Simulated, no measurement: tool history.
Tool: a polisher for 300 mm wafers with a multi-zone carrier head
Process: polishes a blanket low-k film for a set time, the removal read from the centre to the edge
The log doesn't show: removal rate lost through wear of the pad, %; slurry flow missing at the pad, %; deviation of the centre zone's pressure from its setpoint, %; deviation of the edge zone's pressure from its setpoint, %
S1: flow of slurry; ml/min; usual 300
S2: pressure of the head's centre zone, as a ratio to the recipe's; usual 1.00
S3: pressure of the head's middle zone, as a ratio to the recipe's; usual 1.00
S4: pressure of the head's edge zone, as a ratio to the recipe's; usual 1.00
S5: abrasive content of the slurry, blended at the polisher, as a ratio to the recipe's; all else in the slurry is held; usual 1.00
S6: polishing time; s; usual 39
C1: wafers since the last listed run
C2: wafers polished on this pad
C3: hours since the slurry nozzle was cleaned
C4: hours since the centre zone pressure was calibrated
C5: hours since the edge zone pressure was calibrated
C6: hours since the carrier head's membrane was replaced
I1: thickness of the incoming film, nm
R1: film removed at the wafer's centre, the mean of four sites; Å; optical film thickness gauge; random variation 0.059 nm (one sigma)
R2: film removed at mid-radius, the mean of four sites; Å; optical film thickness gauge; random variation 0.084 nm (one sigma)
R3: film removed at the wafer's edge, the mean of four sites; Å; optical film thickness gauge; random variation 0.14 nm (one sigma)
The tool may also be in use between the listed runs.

run 1 hour=0.0 | S1=300 S2=1.00 S3=1.00 S4=1.00 S5=1.00 S6=39 | C1=0 C2=2027 C3=171.8 C4=692.2 C5=561.3 C6=1012.1 | I1=585.8 | R1=95 R2=95 R3=98
run 2 hour=44.9 | S1=300 S2=1.00 S3=1.00 S4=1.00 S5=1.00 S6=39 | C1=447 C2=2475 C3=216.7 C4=737.1 C5=606.2 C6=1057.0 | I1=580.8 | R1=95 R2=94 R3=95
-- hour=57.4 worn pad replaced by a new one
-- hour=73.6 slurry nozzle cleaned
run 3 hour=79.4 | S1=300 S2=1.00 S3=1.00 S4=1.00 S5=1.00 S6=39 | C1=293 C2=209 C3=5.8 C4=771.6 C5=640.7 C6=1091.5 | I1=591.7 | R1=98 R2=94 R3=97
run 4 hour=125.8 | S1=300 S2=1.00 S3=1.00 S4=1.00 S5=1.00 S6=39 | C1=462 C2=671 C3=52.2 C4=818.0 C5=687.1 C6=1137.9 | I1=568.4 | R1=97 R2=95 R3=97
run 5 hour=175.2 | S1=300 S2=1.00 S3=1.00 S4=1.00 S5=1.00 S6=39 | C1=492 C2=1163 C3=101.6 C4=867.4 C5=736.5 C6=1187.3 | I1=581.1 | R1=97 R2=94 R3=97
-- hour=190.0 edge zone pressure recalibrated
run 6 hour=227.5 | S1=300 S2=0.92 S3=1.00 S4=1.00 S5=1.00 S6=39 | C1=501 C2=1664 C3=153.9 C4=919.7 C5=37.5 C6=1239.6 | I1=582.7 | R1=89 R2=95 R3=96
run 7 hour=255.0 | S1=300 S2=0.92 S3=1.00 S4=1.00 S5=1.00 S6=39 | C1=273 C2=1938 C3=181.4 C4=947.2 C5=65.0 C6=1267.1 | I1=577.5 | R1=88 R2=94 R3=95
run 8 hour=306.6 | S1=300 S2=1.00 S3=1.00 S4=1.00 S5=1.00 S6=39 | C1=514 C2=2452 C3=233.0 C4=998.8 C5=116.6 C6=1318.7 | I1=585.3 | R1=95 R2=94 R3=98
-- hour=341.6 worn pad replaced by a new one
-- hour=354.7 carrier head's membrane replaced by a new one
run 9 hour=369.2 | S1=300 S2=1.00 S3=1.00 S4=1.00 S5=1.00 S6=39 | C1=534 C2=224 C3=295.6 C4=1061.4 C5=179.2 C6=14.5 | I1=571.6 | R1=93 R2=90 R3=95
-- hour=392.0 slurry nozzle cleaned
run 10 hour=430.4 | S1=300 S2=0.94 S3=0.97 S4=1.00 S5=1.00 S6=43 | C1=599 C2=824 C3=38.4 C4=1122.6 C5=240.4 C6=75.7 | I1=574.8 | R1=101 R2=102 R3=107
run 11 hour=487.4 | S1=400 S2=1.00 S3=1.12 S4=1.00 S5=0.80 S6=27 | C1=567 C2=1392 C3=95.4 C4=1179.6 C5=297.4 C6=132.7 | I1=579.0 | R1=62 R2=67 R3=63
run 12 hour=546.5 | S1=300 S2=1.00 S3=1.00 S4=1.00 S5=1.00 S6=39 | C1=588 C2=1981 C3=154.5 C4=1238.7 C5=356.5 C6=191.8 | I1=585.9 | R1=96 R2=95 R3=98
-- hour=601.3 centre zone pressure recalibrated
run 13 hour=618.2 | S1=220 S2=0.94 S3=1.10 S4=1.00 S5=1.00 S6=27 | C1=694 C2=2675 C3=226.2 C4=16.9 C5=428.2 C6=263.5 | I1=570.4 | R1=59 R2=68 R3=65
-- hour=633.8 worn pad replaced by a new one
run 14 hour=666.1 | S1=300 S2=1.00 S3=1.00 S4=1.00 S5=1.00 S6=39 | C1=437 C2=321 C3=274.1 C4=64.8 C5=476.1 C6=311.4 | I1=571.2 | R1=91 R2=90 R3=96
-- hour=668.5 slurry nozzle cleaned
run 15 hour=735.6 | S1=300 S2=1.00 S3=1.07 S4=0.89 S5=1.00 S6=45 | C1=682 C2=1004 C3=67.1 C4=134.3 C5=545.6 C6=380.9 | I1=578.3 | R1=111 R2=116 R3=108
run 16 hour=782.4 | S1=300 S2=1.00 S3=1.03 S4=1.07 S5=1.00 S6=39 | C1=466 C2=1470 C3=113.9 C4=181.1 C5=592.4 C6=427.7 | I1=590.5 | R1=97 R2=96 R3=102
run 17 hour=821.0 | S1=300 S2=1.09 S3=1.00 S4=1.00 S5=1.00 S6=46 | C1=384 C2=1855 C3=152.5 C4=219.7 C5=631.0 C6=466.3 | I1=575.5 | R1=122 R2=112 R3=118
-- hour=837.4 edge zone pressure recalibrated
run 18 hour=876.2 | S1=300 S2=1.00 S3=1.00 S4=1.00 S5=1.00 S6=44 | C1=530 C2=2385 C3=207.7 C4=274.9 C5=38.8 C6=521.5 | I1=575.1 | R1=107 R2=106 R3=110
-- hour=883.6 worn pad replaced by a new one
run 19 hour=919.5 | S1=300 S2=1.00 S3=1.00 S4=1.00 S5=0.85 S6=53 | C1=391 C2=358 C3=251.0 C4=318.2 C5=82.1 C6=564.8 | I1=573.6 | R1=118 R2=114 R3=122
run 20 hour=951.3 | S1=300 S2=1.00 S3=1.00 S4=1.00 S5=1.00 S6=48 | C1=316 C2=674 C3=282.8 C4=350.0 C5=113.9 C6=596.6 | I1=570.8 | R1=113 R2=111 R3=117
-- hour=952.6 slurry nozzle cleaned
run 21 hour=977.5 | S1=300 S2=0.91 S3=1.00 S4=1.00 S5=1.00 S6=51 | C1=251 C2=926 C3=24.9 C4=376.2 C5=140.1 C6=622.8 | I1=578.5 | R1=118 R2=126 R3=129

The same runs without the tool's hidden state, with the same run-to-run variation:
run=1 R1=97 R2=96 R3=99
run=2 R1=98 R2=96 R3=96
run=3 R1=98 R2=94 R3=97
run=4 R1=98 R2=95 R3=97
run=5 R1=98 R2=95 R3=98
run=6 R1=91 R2=96 R3=97
run=7 R1=89 R2=96 R3=96
run=8 R1=98 R2=97 R3=100
run=9 R1=98 R2=95 R3=99
run=10 R1=102 R2=103 R3=108
run=11 R1=62 R2=68 R3=63
run=12 R1=98 R2=97 R3=99
run=13 R1=62 R2=71 R3=67
run=14 R1=96 R2=95 R3=100
run=15 R1=112 R2=117 R3=109
run=16 R1=98 R2=97 R3=103
run=17 R1=124 R2=114 R3=120
run=18 R1=110 R2=109 R3=112
run=19 R1=123 R2=118 R3=126
run=20 R1=119 R2=117 R3=122
run=21 R1=118 R2=127 R3=129
